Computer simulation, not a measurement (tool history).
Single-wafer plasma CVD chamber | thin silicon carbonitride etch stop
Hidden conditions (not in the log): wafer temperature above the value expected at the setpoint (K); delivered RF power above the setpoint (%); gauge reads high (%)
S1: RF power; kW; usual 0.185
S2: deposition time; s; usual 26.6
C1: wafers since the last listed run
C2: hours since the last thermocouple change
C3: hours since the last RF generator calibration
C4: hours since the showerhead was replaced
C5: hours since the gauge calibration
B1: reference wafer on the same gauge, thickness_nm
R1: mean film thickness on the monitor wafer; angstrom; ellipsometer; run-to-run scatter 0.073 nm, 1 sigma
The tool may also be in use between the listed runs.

| run | day | S1 | S2 | C1 | C2 | C3 | C4 | C5 | B1 | R1 |
|---|---|---|---|---|---|---|---|---|---|---|
| 1 | 0 | 0.185 | 28.8 | 0 | 1506.9 | 1439.8 | 5286.4 | 211.5 | 16.397 | 148.89 |
|  | 0.004 | gauge calibrated |
| 2 | 0.538 | 0.195 | 26.6 | 153 | 1519.8 | 1452.7 | 5299.3 | 12.8 | 16.421 | 140.48 |
| 3 | 0.808 | 0.185 | 23.6 | 77 | 1526.3 | 1459.2 | 5305.8 | 19.3 | 16.399 | 122.92 |
| 4 | 1.175 | 0.185 | 23.6 | 104 | 1535.1 | 1468 | 5314.6 | 28.1 | 16.404 | 122.54 |
| 5 | 1.488 | 0.185 | 23.6 | 89 | 1542.6 | 1475.5 | 5322.1 | 35.6 | 16.417 | 123.77 |
| 6 | 1.925 | 0.185 | 29.3 | 124 | 1553.1 | 1486 | 5332.6 | 46.1 | 16.415 | 153.36 |
| 7 | 2.667 | 0.185 | 29.3 | 211 | 1570.9 | 1503.8 | 5350.4 | 63.9 | 16.399 | 151.97 |
| 8 | 3.321 | 0.185 | 26.6 | 186 | 1586.6 | 1519.5 | 5366.1 | 79.6 | 16.401 | 140.27 |
| 9 | 3.733 | 0.185 | 26.6 | 117 | 1596.5 | 1529.4 | 5376 | 89.5 | 16.391 | 139 |
| 10 | 4.204 | 0.185 | 26.6 | 134 | 1607.8 | 1540.7 | 5387.3 | 100.8 | 16.396 | 139.64 |
| 11 | 4.729 | 0.185 | 26.6 | 149 | 1620.4 | 1553.3 | 5399.9 | 113.4 | 16.402 | 139.12 |
| 12 | 5.238 | 0.185 | 26.6 | 144 | 1632.6 | 1565.5 | 5412.1 | 125.6 | 16.407 | 138.33 |
| 13 | 5.612 | 0.185 | 26.6 | 106 | 1641.6 | 1574.5 | 5421.1 | 134.6 | 16.382 | 137.54 |
|  | 6.117 | thermocouple changed; heater temperature recalibrated |
| 14 | 6.242 | 0.215 | 22.2 | 84 | 3 | 1589.6 | 5436.2 | 149.7 | 16.409 | 123.16 |
| 15 | 6.529 | 0.15 | 21.9 | 81 | 9.9 | 1596.5 | 5443.1 | 156.6 | 16.374 | 104.68 |
|  | 7.004 | showerhead replaced |
| 16 | 7.125 | 0.185 | 28.8 | 74 | 24.2 | 1610.8 | 2.9 | 170.9 | 16.376 | 148.42 |
|  | 7.862 | RF generator calibrated |
| 17 | 9 | 0.185 | 26.6 | 439 | 69.2 | 27.3 | 47.9 | 215.9 | 16.404 | 138.75 |
| 18 | 9.258 | 0.185 | 26.6 | 73 | 75.4 | 33.5 | 54.1 | 222.1 | 16.388 | 138.2 |
| 19 | 9.675 | 0.155 | 21.6 | 118 | 85.4 | 43.5 | 64.1 | 232.1 | 16.388 | 105.4 |
|  | 9.738 | gauge calibrated |
| 20 | 10.092 | 0.185 | 26.6 | 118 | 95.4 | 53.5 | 74.1 | 8.5 | 16.408 | 137.73 |
| 21 | 10.462 | 0.185 | 26.6 | 105 | 104.3 | 62.4 | 83 | 17.4 | 16.421 | 138.89 |
| 22 | 11.075 | 0.205 | 22.1 | 174 | 119 | 77.1 | 97.7 | 32.1 | 16.403 | 119.83 |
| 23 | 11.717 | 0.185 | 31.8 | 182 | 134.4 | 92.5 | 113.1 | 47.5 | 16.413 | 164.12 |
| 24 | 12.079 | 0.15 | 21.8 | 103 | 143.1 | 101.2 | 121.8 | 56.2 | 16.399 | 104.53 |
| 25 | 12.571 | 0.17 | 26.6 | 140 | 154.9 | 113 | 133.6 | 68 | 16.423 | 133.47 |
| 26 | 13 | 0.215 | 31.2 | 122 | 165.2 | 123.3 | 143.9 | 78.3 | 16.39 | 170.85 |
| 27 | 13.55 | 0.15 | 29.5 | 156 | 178.4 | 136.5 | 157.1 | 91.5 | 16.405 | 141.1 |

What the log doesn't show, run by run:
wafer temperature above the value expected at the setpoint (K): 0 across all the runs
delivered RF power above the setpoint (%): 0 across all the runs
gauge reads high (%): 0 across all the runs
